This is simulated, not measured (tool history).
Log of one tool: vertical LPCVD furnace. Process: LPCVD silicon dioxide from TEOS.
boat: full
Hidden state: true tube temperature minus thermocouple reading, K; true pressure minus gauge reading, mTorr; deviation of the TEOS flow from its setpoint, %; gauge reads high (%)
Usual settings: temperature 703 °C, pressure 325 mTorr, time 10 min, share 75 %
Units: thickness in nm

| run | hour | temperature | pressure | time | share | wafers since the last listed run | hours since the last temperature calibration | hours since the pressure gauge was zeroed | hours since the TEOS flow controller was replaced | hours since the gauge calibration | read-back reference wafer on the same gauge, thickness | thickness |
|---|---|---|---|---|---|---|---|---|---|---|---|---|
| 1 | 0 | 703 | 325 | 10 | 75 | 0 | 3521.1 | 3859.2 | 5043.3 | 350.5 | 108.69 | 101.38 |
| 2 | 28 | 703 | 325 | 10 | 75 | 413 | 3549.1 | 3887.2 | 5071.3 | 378.5 | 108.73 | 101.09 |
| 3 | 48.3 | 703 | 325 | 10 | 75 | 300 | 3569.4 | 3907.5 | 5091.6 | 398.8 | 108.75 | 101.18 |
| 4 | 78.1 | 703 | 325 | 10 | 75 | 440 | 3599.2 | 3937.3 | 5121.4 | 428.6 | 108.82 | 100.94 |
| 5 | 108.7 | 703 | 325 | 10 | 75 | 452 | 3629.8 | 3967.9 | 5152 | 459.2 | 108.87 | 100.82 |
| 6 | 134.7 | 703 | 325 | 10 | 75 | 384 | 3655.8 | 3993.9 | 5178 | 485.2 | 108.82 | 101.42 |
| 7 | 169.3 | 703 | 325 | 10 | 72 | 511 | 3690.4 | 4028.5 | 5212.6 | 519.8 | 108.84 | 99.09 |
| 8 | 191.8 | 703 | 325 | 10 | 72 | 332 | 3712.9 | 4051 | 5235.1 | 542.3 | 108.76 | 99.56 |
| 9 | 216.5 | 703 | 325 | 10 | 67 | 365 | 3737.6 | 4075.7 | 5259.8 | 567 | 108.79 | 95.56 |
| 10 | 239.5 | 703 | 325 | 10 | 75 | 340 | 3760.6 | 4098.7 | 5282.8 | 590 | 108.77 | 101.49 |
|  | 289.5 | TEOS flow controller replaced |
| 11 | 290 | 703 | 325 | 10 | 75 | 391 | 3811.1 | 4149.2 | 0.5 | 640.5 | 108.64 | 101.29 |
| 12 | 302.5 | 703 | 325 | 10 | 75 | 184 | 3823.6 | 4161.7 | 13 | 653 | 108.99 | 101.84 |
| 13 | 329.2 | 703 | 325 | 10 | 75 | 394 | 3850.3 | 4188.4 | 39.7 | 679.7 | 108.74 | 101.57 |
| 14 | 353.5 | 709 | 325 | 10 | 67 | 359 | 3874.6 | 4212.7 | 64 | 704 | 108.86 | 110.42 |
| 15 | 375.9 | 709 | 325 | 10 | 67 | 331 | 3897 | 4235.1 | 86.4 | 726.4 | 108.85 | 110 |
| 16 | 397.5 | 694 | 290 | 10 | 75 | 319 | 3918.6 | 4256.7 | 108 | 748 | 108.82 | 77.79 |
|  | 404.5 | gauge calibrated |
|  | 422.3 | thermocouples replaced and temperature profile calibrated |
| 17 | 428.7 | 714 | 325 | 14 | 75 | 106 | 6.4 | 4287.9 | 139.2 | 24.2 | 108.78 | 190.52 |
| 18 | 447 | 703 | 325 | 10 | 75 | 270 | 24.7 | 4306.2 | 157.5 | 42.5 | 108.82 | 106.39 |
| 19 | 465.3 | 703 | 265 | 10 | 64 | 270 | 43 | 4324.5 | 175.8 | 60.8 | 108.74 | 88.63 |
|  | 520.5 | pressure gauge zeroed |
|  | 521.2 | thermocouples replaced and temperature profile calibrated, repeated, since the last time left the tool worse |
| 20 | 521.7 | 703 | 365 | 10 | 71 | 468 | 0.5 | 1.2 | 232.2 | 117.2 | 108.81 | 98.43 |
| 21 | 529.2 | 699 | 260 | 11.5 | 70 | 110 | 8 | 8.7 | 239.7 | 124.7 | 108.87 | 86.52 |
| 22 | 559.2 | 703 | 325 | 10 | 67 | 443 | 38 | 38.7 | 269.7 | 154.7 | 108.91 | 90.75 |
| 23 | 588.4 | 703 | 325 | 10 | 75 | 431 | 67.2 | 67.9 | 298.9 | 183.9 | 108.82 | 95.98 |
| 24 | 618.2 | 703 | 400 | 13 | 80 | 440 | 97 | 97.7 | 328.7 | 213.7 | 108.67 | 142.82 |
| 25 | 639.4 | 703 | 325 | 10 | 75 | 313 | 118.2 | 118.9 | 349.9 | 234.9 | 108.89 | 95.87 |
| 26 | 664.6 | 703 | 325 | 10 | 71 | 372 | 143.4 | 144.1 | 375.1 | 260.1 | 108.79 | 93.48 |
| 27 | 693 | 714 | 325 | 14 | 75 | 419 | 171.8 | 172.5 | 403.5 | 288.5 | 108.81 | 171.79 |
| 28 | 731.9 | 691 | 325 | 8.5 | 89 | 575 | 210.7 | 211.4 | 442.4 | 327.4 | 108.89 | 67.36 |
| 29 | 751 | 703 | 325 | 7 | 83 | 282 | 229.8 | 230.5 | 461.5 | 346.5 | 108.91 | 70.65 |
| 30 | 764.1 | 703 | 290 | 10 | 84 | 193 | 242.9 | 243.6 | 474.6 | 359.6 | 108.69 | 96.29 |
| 31 | 799.6 | 703 | 325 | 6.5 | 75 | 524 | 278.4 | 279.1 | 510.1 | 395.1 | 108.81 | 62.35 |

The same runs without the tool's hidden state, with the same run-to-run variation:
| run | thickness |
|---|---|
| 1 | 94.86 |
| 2 | 94.56 |
| 3 | 94.61 |
| 4 | 94.34 |
| 5 | 94.18 |
| 6 | 94.7 |
| 7 | 92.47 |
| 8 | 92.88 |
| 9 | 89.11 |
| 10 | 94.6 |
| 11 | 94.35 |
| 12 | 94.84 |
| 13 | 94.55 |
| 14 | 102.83 |
| 15 | 102.41 |
| 16 | 72.22 |
| 17 | 169.74 |
| 18 | 94.51 |
| 19 | 78.7 |
| 20 | 97.23 |
| 21 | 85.45 |
| 22 | 89.6 |
| 23 | 94.71 |
| 24 | 140.87 |
| 25 | 94.53 |
| 26 | 92.14 |
| 27 | 169.29 |
| 28 | 66.29 |
| 29 | 69.54 |
| 30 | 94.75 |
| 31 | 61.32 |
